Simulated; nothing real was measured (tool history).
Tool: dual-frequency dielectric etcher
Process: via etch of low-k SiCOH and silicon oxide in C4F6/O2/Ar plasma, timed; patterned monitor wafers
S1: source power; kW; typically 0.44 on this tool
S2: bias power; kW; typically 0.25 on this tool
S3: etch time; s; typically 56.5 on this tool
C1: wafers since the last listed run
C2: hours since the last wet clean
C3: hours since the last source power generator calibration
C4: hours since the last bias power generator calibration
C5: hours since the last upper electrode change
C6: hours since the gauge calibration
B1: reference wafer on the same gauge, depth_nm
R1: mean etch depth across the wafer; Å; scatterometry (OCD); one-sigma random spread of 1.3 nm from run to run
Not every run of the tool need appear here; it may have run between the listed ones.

Run 1, hour 0: usual settings; C1 0; C2 300.3; C3 1389.7; C4 3601.6; C5 5576.2; C6 280.9; B1 193.7. Result: R1 1904 Å.
Run 2, hour 8: usual settings; C1 116; C2 308.3; C3 1397.7; C4 3609.6; C5 5584.2; C6 288.9; B1 193.7. Result: R1 1929 Å.
Run 3, hour 20.1: usual settings but S2 0.207 kW; C1 176; C2 320.4; C3 1409.8; C4 3621.7; C5 5596.3; C6 301; B1 194.1. Result: R1 1817 Å.
Run 4, hour 37.3: usual settings; C1 251; C2 337.6; C3 1427; C4 3638.9; C5 5613.5; C6 318.2; B1 193.8. Result: R1 1947 Å.
Run 5, hour 50.5: usual settings; C1 192; C2 350.8; C3 1440.2; C4 3652.1; C5 5626.7; C6 331.4; B1 194.2. Result: R1 1925 Å.
Run 6, hour 64.7: usual settings; C1 207; C2 365; C3 1454.4; C4 3666.3; C5 5640.9; C6 345.6; B1 193.8. Result: R1 1905 Å.
At hour 77.5: bias power generator calibrated.
Run 7, hour 78: usual settings; C1 135; C2 378.3; C3 1467.7; C4 0.5; C5 5654.2; C6 358.9; B1 194.2. Result: R1 1923 Å.
At hour 85.6: source power generator calibrated.
Run 8, hour 87.5: usual settings; C1 80; C2 387.8; C3 1.9; C4 10; C5 5663.7; C6 368.4; B1 193.9. Result: R1 1933 Å.
Run 9, hour 93.5: usual settings; C1 87; C2 393.8; C3 7.9; C4 16; C5 5669.7; C6 374.4; B1 194. Result: R1 1911 Å.
Run 10, hour 106.7: usual settings; C1 192; C2 407; C3 21.1; C4 29.2; C5 5682.9; C6 387.6; B1 193.9. Result: R1 1904 Å.
Run 11, hour 112.8: usual settings; C1 89; C2 413.1; C3 27.2; C4 35.3; C5 5689; C6 393.7; B1 193.9. Result: R1 1913 Å.
Run 12, hour 122.4: usual settings but S3 65.5 s; C1 140; C2 422.7; C3 36.8; C4 44.9; C5 5698.6; C6 403.3; B1 194. Result: R1 2239 Å.
Run 13, hour 133.5: usual settings; C1 162; C2 433.8; C3 47.9; C4 56; C5 5709.7; C6 414.4; B1 194.2. Result: R1 1924 Å.
At hour 157.5: gauge calibrated.
Run 14, hour 171.2: usual settings but S1 0.55 kW, S2 0.2 kW; C1 550; C2 471.5; C3 85.6; C4 93.7; C5 5747.4; C6 13.7; B1 194.1. Result: R1 1993 Å.
Run 15, hour 188.2: usual settings but S1 0.47 kW, S2 0.199 kW, S3 65 s; C1 248; C2 488.5; C3 102.6; C4 110.7; C5 5764.4; C6 30.7; B1 193.8. Result: R1 2125 Å.
Run 16, hour 204.7: usual settings but S2 0.211 kW, S3 66.5 s; C1 240; C2 505; C3 119.1; C4 127.2; C5 5780.9; C6 47.2; B1 194.2. Result: R1 2099 Å.
At hour 231.4: wet clean of the chamber.
Run 17, hour 231.9: usual settings; C1 46; C2 0.5; C3 146.3; C4 154.4; C5 5808.1; C6 74.4; B1 194. Result: R1 1973 Å.
Run 18, hour 232.3: usual settings but S1 0.55 kW; C1 5; C2 0.9; C3 146.7; C4 154.8; C5 5808.5; C6 74.8; B1 194. Result: R1 2202 Å.
Run 19, hour 238.6: usual settings but S1 0.35 kW, S2 0.278 kW; C1 91; C2 7.2; C3 153; C4 161.1; C5 5814.8; C6 81.1; B1 194.2. Result: R1 1830 Å.
Run 20, hour 246.1: usual settings but S1 0.52 kW, S2 0.27 kW; C1 109; C2 14.7; C3 160.5; C4 168.6; C5 5822.3; C6 88.6; B1 194.3. Result: R1 2214 Å.
Run 21, hour 258.1: usual settings but S2 0.28 kW; C1 175; C2 26.7; C3 172.5; C4 180.6; C5 5834.3; C6 100.6; B1 193.9. Result: R1 2044 Å.
Run 22, hour 268.7: usual settings but S1 0.49 kW, S3 42 s; C1 154; C2 37.3; C3 183.1; C4 191.2; C5 5844.9; C6 111.2; B1 194.1. Result: R1 1552 Å.
Run 23, hour 275.2: usual settings but S3 48 s; C1 94; C2 43.8; C3 189.6; C4 197.7; C5 5851.4; C6 117.7; B1 194.1. Result: R1 1666 Å.
At hour 304.3: upper electrode replaced.
Run 24, hour 304.8: usual settings; C1 81; C2 73.4; C3 219.2; C4 227.3; C5 0.5; C6 147.3; B1 193.8. Result: R1 1958 Å.
Run 25, hour 310.1: usual settings but S1 0.51 kW, S2 0.277 kW, S3 51 s; C1 77; C2 78.7; C3 224.5; C4 232.6; C5 5.8; C6 152.6; B1 194.1. Result: R1 1957 Å.
Run 26, hour 321.1: usual settings but S1 0.37 kW, S2 0.281 kW, S3 71 s; C1 160; C2 89.7; C3 235.5; C4 243.6; C5 16.8; C6 163.6; B1 193.8. Result: R1 2350 Å.
Run 27, hour 360.4: usual settings; C1 573; C2 129; C3 274.8; C4 282.9; C5 56.1; C6 202.9; B1 193.9. Result: R1 1955 Å.
Run 28, hour 376.3: usual settings but S1 0.39 kW, S2 0.304 kW, S3 63 s; C1 232; C2 144.9; C3 290.7; C4 298.8; C5 72; C6 218.8; B1 194.1. Result: R1 2168 Å.
Run 29, hour 390.7: usual settings; C1 210; C2 159.3; C3 305.1; C4 313.2; C5 86.4; C6 233.2; B1 194.2. Result: R1 1934 Å.
Run 30, hour 402.7: usual settings but S2 0.224 kW, S3 65 s; C1 175; C2 171.3; C3 317.1; C4 325.2; C5 98.4; C6 245.2; B1 193.8. Result: R1 2165 Å.
Run 31, hour 412.7: usual settings but S1 0.52 kW, S2 0.194 kW, S3 43 s; C1 145; C2 181.3; C3 327.1; C4 335.2; C5 108.4; C6 255.2; B1 194.3. Result: R1 1493 Å.

Some steps in R1, run to run, broken into two amounts with sign: the step expected even without the hidden condition (settings, incoming material, random variation), and the rest, left for the hidden condition together with whatever gauge scatter is not in both the measured and the hidden-condition-free result:
The hidden state here: etch rate over this chamber's usual, %; source power that arrives over what is set, %; bias power that arrives over what is set, %; gauge reads high (%).
Run 11 -> 12: S3 56.5 -> 65.5. R1 +326 Å: hidden state -14, all else +340.
Run 16 -> 17: S2 0.211 -> 0.25, S3 66.5 -> 56.5, wet clean of the chamber. R1 -126 Å: hidden state +92, all else -218.
Run 21 -> 22: S1 0.44 -> 0.49, S2 0.28 -> 0.25, S3 56.5 -> 42. R1 -492 Å: hidden state +0, all else -492.
Run 26 -> 27: S1 0.37 -> 0.44, S2 0.281 -> 0.25, S3 71 -> 56.5. R1 -395 Å: hidden state -3, all else -392.
Run 30 -> 31: S1 0.44 -> 0.52, S2 0.224 -> 0.194, S3 65 -> 43. R1 -672 Å: hidden state +11, all else -683.
